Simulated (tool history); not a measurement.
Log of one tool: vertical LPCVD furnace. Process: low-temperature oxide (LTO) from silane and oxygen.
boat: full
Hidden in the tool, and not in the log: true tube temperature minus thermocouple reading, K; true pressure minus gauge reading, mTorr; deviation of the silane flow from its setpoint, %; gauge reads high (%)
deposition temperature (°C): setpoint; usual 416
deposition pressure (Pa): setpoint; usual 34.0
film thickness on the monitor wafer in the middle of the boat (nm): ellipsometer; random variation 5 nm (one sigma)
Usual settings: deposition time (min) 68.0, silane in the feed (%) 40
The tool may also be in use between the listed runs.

run    hour  deposition temperature (°C)  deposition pressure (Pa)  deposition time (min)  silane in the feed (%)  wafers since the last listed run  hours since the last temperature calibration  hours since the pressure gauge was zeroed  hours since the silane flow controller was replaced  hours since the gauge calibration  read-back reference wafer on the same gauge, thickness  film thickness on the monitor wafer in the middle of the boat (nm)
  1     0.0                          416                      34.0                   68.0                      40                                 0                                         555.4                                     2928.8                                               5143.4                              630.9                                                  808.29                                                              899.65
  2    42.9                          416                      34.0                   68.0                      40                               289                                         598.3                                     2971.7                                               5186.3                              673.8                                                  807.32                                                              910.68
  3    90.6                          416                      34.0                   68.0                      40                               322                                         646.0                                     3019.4                                               5234.0                              721.5                                                  808.04                                                              906.18
  4   134.2                          416                      34.0                   68.0                      40                               294                                         689.6                                     3063.0                                               5277.6                              765.1                                                  808.22                                                              905.13
  5   171.8                          416                      34.0                   68.0                      40                               254                                         727.2                                     3100.6                                               5315.2                              802.7                                                  807.88                                                              903.66
  6   231.0                          416                      34.0                   68.0                      40                               400                                         786.4                                     3159.8                                               5374.4                              861.9                                                  807.44                                                              908.97
  7   284.1                          416                      30.0                   68.0                      40                               358                                         839.5                                     3212.9                                               5427.5                              915.0                                                  807.31                                                              800.29
  8   310.7                          416                      30.0                   68.0                      40                               179                                         866.1                                     3239.5                                               5454.1                              941.6                                                  808.32                                                              813.89
  9   369.9                          416                      30.0                   68.0                      40                               400                                         925.3                                     3298.7                                               5513.3                             1000.8                                                  807.50                                                              806.83
 10   430.0                          416                      34.0                   68.0                      35                               406                                         985.4                                     3358.8                                               5573.4                             1060.9                                                  808.97                                                              770.93
 11   482.1                          416                      34.0                   68.0                      35                               352                                        1037.5                                     3410.9                                               5625.5                             1113.0                                                  807.56                                                              775.94
 12   539.1                          416                      34.0                   68.0                      40                               385                                        1094.5                                     3467.9                                               5682.5                             1170.0                                                  808.52                                                              911.52
 13   568.9                          416                      34.0                   68.0                      40                               201                                        1124.3                                     3497.7                                               5712.3                             1199.8                                                  808.48                                                              913.05
 14   615.6                          416                      34.0                   68.0                      40                               315                                        1171.0                                     3544.4                                               5759.0                             1246.5                                                  809.39                                                              909.10
 15   644.4                          416                      34.0                   55.0                      40                               194                                        1199.8                                     3573.2                                               5787.8                             1275.3                                                  808.54                                                              738.12
 16   709.9                          416                      34.0                   68.0                      40                               442                                        1265.3                                     3638.7                                               5853.3                             1340.8                                                  807.23                                                              911.29
 17   765.7                          423                      34.0                   91.0                      37                               377                                        1321.1                                     3694.5                                               5909.1                             1396.6                                                  808.31                                                             1196.27
 18   819.6                          424                      38.7                   88.0                      46                               364                                        1375.0                                     3748.4                                               5963.0                             1450.5                                                  808.59                                                             1674.18
 19   848.9                          416                      34.0                   68.0                      40                               198                                        1404.3                                     3777.7                                               5992.3                             1479.8                                                  808.42                                                              920.50
 20   888.1                          425                      30.7                   92.0                      46                               264                                        1443.5                                     3816.9                                               6031.5                             1519.0                                                  808.97                                                             1422.46
     1033.5  -- gauge calibrated
     1061.6  -- thermocouples replaced and temperature profile calibrated
 21  1072.7                          416                      37.3                   54.5                      45                              1085                                          11.1                                     4001.5                                               6216.1                               39.2                                                  807.38                                                              908.10
 22  1106.5                          425                      30.7                   92.0                      46                               228                                          44.9                                     4035.3                                               6249.9                               73.0                                                  807.77                                                             1427.20
 23  1171.0                          423                      34.0                   91.0                      37                               435                                         109.4                                     4099.8                                               6314.4                              137.5                                                  808.74                                                             1215.69
     1221.0  -- pressure gauge zeroed
 24  1221.5                          422                      34.0                   56.0                      40                               179                                         159.9                                        0.5                                               6364.9                              188.0                                                  808.00                                                              769.00
     1257.5  -- silane flow controller replaced
 25  1280.5                          416                      40.7                   57.0                      40                               236                                         218.9                                       59.5                                                 23.0                              247.0                                                  807.14                                                              896.53
 26  1318.1                          416                      34.0                   68.0                      45                               254                                         256.5                                       97.1                                                 60.6                              284.6                                                  807.98                                                             1003.47
 27  1345.0                          416                      34.0                   43.0                      40                               181                                         283.4                                      124.0                                                 87.5                              311.5                                                  806.88                                                              557.76
 28  1376.4                          416                      34.0                   68.0                      40                               212                                         314.8                                      155.4                                                118.9                              342.9                                                  807.88                                                              883.16
 29  1422.2                          427                      34.0                   68.0                      40                               309                                         360.6                                      201.2                                                164.7                              388.7                                                  808.81                                                              989.44
 30  1596.8                          423                      37.3                   47.0                      43                              1180                                         535.2                                      375.8                                                339.3                              563.3                                                  806.87                                                              774.93
 31  1668.3                          428                      26.7                   44.0                      45                               483                                         606.7                                      447.3                                                410.8                              634.8                                                  808.32                                                              570.01

4 ways to go on from here, each from the tool as it stands after run 31. What would each give?
  A  1674.0                          416                      34.0                   68.0                      40                                38                                         612.4                                      453.0                                                416.5                              640.5                                                       ?                                                                   ?
  B  1674.0                          416                      29.3                   68.0                      46                                38                                         612.4                                      453.0                                                416.5                              640.5                                                       ?                                                                   ?
  C  1674.0                          413                      34.0                   68.0                      40                                38                                         612.4                                      453.0                                                416.5                              640.5                                                       ?                                                                   ?
  D  1674.0                          416                      34.0                   89.0                      45                                38                                         612.4                                      453.0                                                416.5                              640.5                                                       ?                                                                   ?

run  read-back reference wafer on the same gauge, thickness  film thickness on the monitor wafer in the middle of the boat (nm)
  A                                                  808.36                                                              892.03
  B                                                  808.36                                                              890.65
  C                                                  808.36                                                              864.58
  D                                                  808.36                                                             1321.81
Without the tool's hidden state the same runs would have given:
run  film thickness on the monitor wafer in the middle of the boat (nm)
  A                                                              885.28
  B                                                              882.85
  C                                                              858.03
  D                                                             1311.80
